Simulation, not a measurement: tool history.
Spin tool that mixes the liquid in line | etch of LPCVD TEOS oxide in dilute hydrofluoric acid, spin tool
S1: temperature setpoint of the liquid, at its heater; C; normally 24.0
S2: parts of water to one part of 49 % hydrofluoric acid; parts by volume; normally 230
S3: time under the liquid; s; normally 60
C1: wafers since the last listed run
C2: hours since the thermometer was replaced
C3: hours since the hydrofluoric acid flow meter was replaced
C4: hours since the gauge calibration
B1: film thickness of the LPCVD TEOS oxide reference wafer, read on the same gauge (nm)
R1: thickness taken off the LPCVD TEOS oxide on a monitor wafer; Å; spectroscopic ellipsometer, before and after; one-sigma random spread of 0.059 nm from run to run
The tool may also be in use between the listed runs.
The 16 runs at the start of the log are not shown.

run   hour    S1   S2  S3   C1      C2      C3     C4      B1     R1
 17  183.1  27.0  230  60   81  2471.1  2257.9  128.7  100.01  108.2
 18  192.0  24.0  185  60   78  2480.0  2266.8  137.6  100.00  125.8
     198.7  -- hydrofluoric acid flow meter replaced
 19  200.7  20.5  170  60   67  2488.7     2.0  146.3   99.99  121.8
 20  210.1  24.0  230  60   82  2498.1    11.4  155.7   99.99   96.5
 21  218.6  24.0  230  75   74  2506.6    19.9  164.2  100.01  120.7
 22  234.3  24.0  200  60  137  2522.3    35.6  179.9  100.01  115.1
 23  244.2  24.0  135  60   86  2532.2    45.5  189.8  100.01  181.8
     246.1  -- thermometer replaced
 24  255.5  24.0  230  60   90     9.4    56.8  201.1  100.01  106.3
 25  271.7  24.0  230  60  142    25.6    73.0  217.3  100.00  107.0
 26  286.1  21.5  160  75  126    40.0    87.4  231.7   99.99  187.9
 27  299.4  24.0  285  80  116    53.3   100.7  245.0  100.00  108.8
 28  315.6  22.0  295  75  142    69.5   116.9  261.2  100.01   90.2
 29  327.4  24.0  150  40  103    81.3   128.7  273.0  100.00  117.4
 30  333.9  21.0  340  70   57    87.8   135.2  279.5  100.00   68.1
 31  348.2  20.5  320  85  125   102.1   149.5  293.8   99.99   87.4
 32  364.2  27.5  325  60  140   118.1   165.5  309.8  100.00   76.7

5 options for the next run, each taken on its own from the tool as it stands now. Forecast them:
  A  364.6  24.0  230  60   3  118.5  165.9  310.2   ?   ?
  B  364.6  24.0  120  60   3  118.5  165.9  310.2   ?   ?
  C  364.6  29.0  230  60   3  118.5  165.9  310.2   ?   ?
  D  364.6  27.5  320  45   3  118.5  165.9  310.2   ?   ?
  E  364.6  20.0  230  95   3  118.5  165.9  310.2   ?   ?

run      B1     R1
  A  100.01  107.1
  B  100.01  231.8
  C  100.01  127.9
  D  100.01   59.5
  E  100.01  146.1
The same runs, with their run-to-run variation unchanged, on a tool lacking any hidden condition would have given:
run     R1
  A  108.8
  B  235.6
  C  129.7
  D   60.3
  E  148.5
